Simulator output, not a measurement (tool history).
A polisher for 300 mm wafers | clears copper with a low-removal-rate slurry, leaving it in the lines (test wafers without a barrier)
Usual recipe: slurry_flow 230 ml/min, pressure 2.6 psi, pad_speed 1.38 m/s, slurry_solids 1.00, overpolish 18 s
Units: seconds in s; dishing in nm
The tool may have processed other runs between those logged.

| run | hour | slurry_flow | pressure | pad_speed | slurry_solids | overpolish | wafers since the last listed run | wafers polished on this pad | hours since the slurry nozzle was cleaned | hours since the head pressure was calibrated | hours since the slurry blender was calibrated | incoming thickness of the incoming film, nm | seconds | dishing |
|---|---|---|---|---|---|---|---|---|---|---|---|---|---|---|
| 1 | 0.0 | 230 | 2.6 | 1.38 | 1.00 | 18 | 0 | 773 | 200.8 | 618.0 | 154.3 | 462.1 | 178.6 | 37.3 |
| 2 | 29.1 | 230 | 2.6 | 1.38 | 1.00 | 18 | 171 | 944 | 229.9 | 647.1 | 183.4 | 458.4 | 173.4 | 36.9 |
| 3 | 89.8 | 230 | 2.6 | 1.38 | 1.00 | 18 | 356 | 1301 | 290.6 | 707.8 | 244.1 | 460.7 | 177.9 | 36.4 |
| 4 | 131.5 | 230 | 2.6 | 1.38 | 1.00 | 18 | 245 | 1546 | 332.3 | 749.5 | 285.8 | 461.2 | 177.3 | 36.8 |
| 5 | 181.8 | 230 | 2.6 | 1.38 | 1.00 | 18 | 295 | 1842 | 382.6 | 799.8 | 336.1 | 459.2 | 177.2 | 36.4 |
| 6 | 241.0 | 230 | 2.6 | 1.38 | 1.00 | 18 | 347 | 2190 | 441.8 | 859.0 | 395.3 | 467.3 | 187.4 | 36.4 |
|  | 259.7 | slurry blender recalibrated |
|  | 265.6 | slurry nozzle cleaned, repeated, since the last time left the tool worse |
|  | 275.5 | worn pad replaced by a new one |
| 7 | 303.6 | 205 | 2.6 | 1.38 | 1.00 | 15 | 326 | 165 | 38.0 | 921.6 | 43.9 | 462.2 | 169.8 | 32.6 |
| 8 | 374.5 | 205 | 2.6 | 1.38 | 1.00 | 15 | 416 | 581 | 108.9 | 992.5 | 114.8 | 466.7 | 174.4 | 33.3 |
| 9 | 413.1 | 205 | 2.6 | 1.38 | 1.00 | 15 | 226 | 808 | 147.5 | 1031.1 | 153.4 | 459.7 | 170.0 | 32.7 |
| 10 | 443.8 | 230 | 2.6 | 1.38 | 1.00 | 18 | 180 | 989 | 178.2 | 1061.8 | 184.1 | 469.9 | 172.0 | 38.7 |
| 11 | 512.0 | 230 | 2.6 | 1.64 | 1.20 | 18 | 400 | 1390 | 246.4 | 1130.0 | 252.3 | 453.1 | 133.5 | 48.1 |
|  | 598.3 | slurry nozzle cleaned |
| 12 | 606.4 | 230 | 2.6 | 1.38 | 1.00 | 7 | 549 | 1939 | 8.1 | 1224.4 | 346.7 | 459.6 | 170.0 | 16.2 |
| 13 | 649.1 | 230 | 2.6 | 1.38 | 1.00 | 18 | 251 | 2190 | 50.8 | 1267.1 | 389.4 | 458.8 | 164.5 | 38.4 |
|  | 682.2 | worn pad replaced by a new one |
|  | 696.8 | slurry blender recalibrated |
| 14 | 708.8 | 255 | 2.6 | 1.38 | 1.00 | 18 | 315 | 144 | 110.5 | 1326.8 | 12.0 | 464.7 | 168.0 | 37.7 |
|  | 745.0 | head pressure recalibrated |
| 15 | 753.0 | 230 | 2.6 | 1.38 | 1.00 | 18 | 248 | 392 | 154.7 | 8.0 | 56.2 | 461.2 | 166.9 | 39.2 |
| 16 | 795.9 | 230 | 2.6 | 1.38 | 1.00 | 18 | 252 | 645 | 197.6 | 50.9 | 99.1 | 465.6 | 170.6 | 39.3 |
| 17 | 835.1 | 155 | 3.0 | 1.38 | 0.75 | 18 | 230 | 875 | 236.8 | 90.1 | 138.3 | 452.1 | 162.9 | 38.6 |
| 18 | 867.0 | 230 | 2.6 | 1.38 | 1.00 | 13 | 187 | 1063 | 268.7 | 122.0 | 170.2 | 451.8 | 165.2 | 28.8 |
| 19 | 897.7 | 230 | 2.6 | 1.38 | 1.00 | 18 | 180 | 1243 | 299.4 | 152.7 | 200.9 | 457.5 | 168.9 | 37.6 |
| 20 | 962.5 | 280 | 2.1 | 1.38 | 0.80 | 18 | 380 | 1624 | 364.2 | 217.5 | 265.7 | 463.1 | 222.9 | 29.0 |
|  | 995.4 | slurry nozzle cleaned |
|  | 1013.6 | worn pad replaced by a new one |
| 21 | 1015.5 | 230 | 2.6 | 1.38 | 1.00 | 18 | 282 | 10 | 20.1 | 270.5 | 318.7 | 455.6 | 165.5 | 39.9 |
|  | 1023.5 | slurry blender recalibrated |
| 22 | 1085.4 | 300 | 3.3 | 1.74 | 1.00 | 18 | 399 | 410 | 90.0 | 340.4 | 61.9 | 463.7 | 104.1 | 60.7 |
| 23 | 1114.4 | 290 | 2.1 | 1.38 | 1.00 | 18 | 170 | 580 | 119.0 | 369.4 | 90.9 | 462.2 | 202.7 | 32.5 |
| 24 | 1180.2 | 230 | 2.6 | 1.60 | 1.00 | 18 | 386 | 967 | 184.8 | 435.2 | 156.7 | 463.8 | 149.5 | 43.1 |
| 25 | 1248.3 | 230 | 3.0 | 1.14 | 1.10 | 18 | 400 | 1367 | 252.9 | 503.3 | 224.8 | 467.4 | 178.1 | 38.1 |

Run 26 is up next; what results do you expect?
| 26 | 1283.6 | 305 | 2.6 | 1.38 | 1.00 | 18 | 207 | 1575 | 288.2 | 538.6 | 260.1 | 467.3 | ? | ? |

Run 26 came out at seconds 166.8 s, dishing 39.4 nm.
Take away the tool's hidden state, keep the run-to-run variation as it was, and the same run would have given seconds 165.5 s, dishing 39.7 nm.
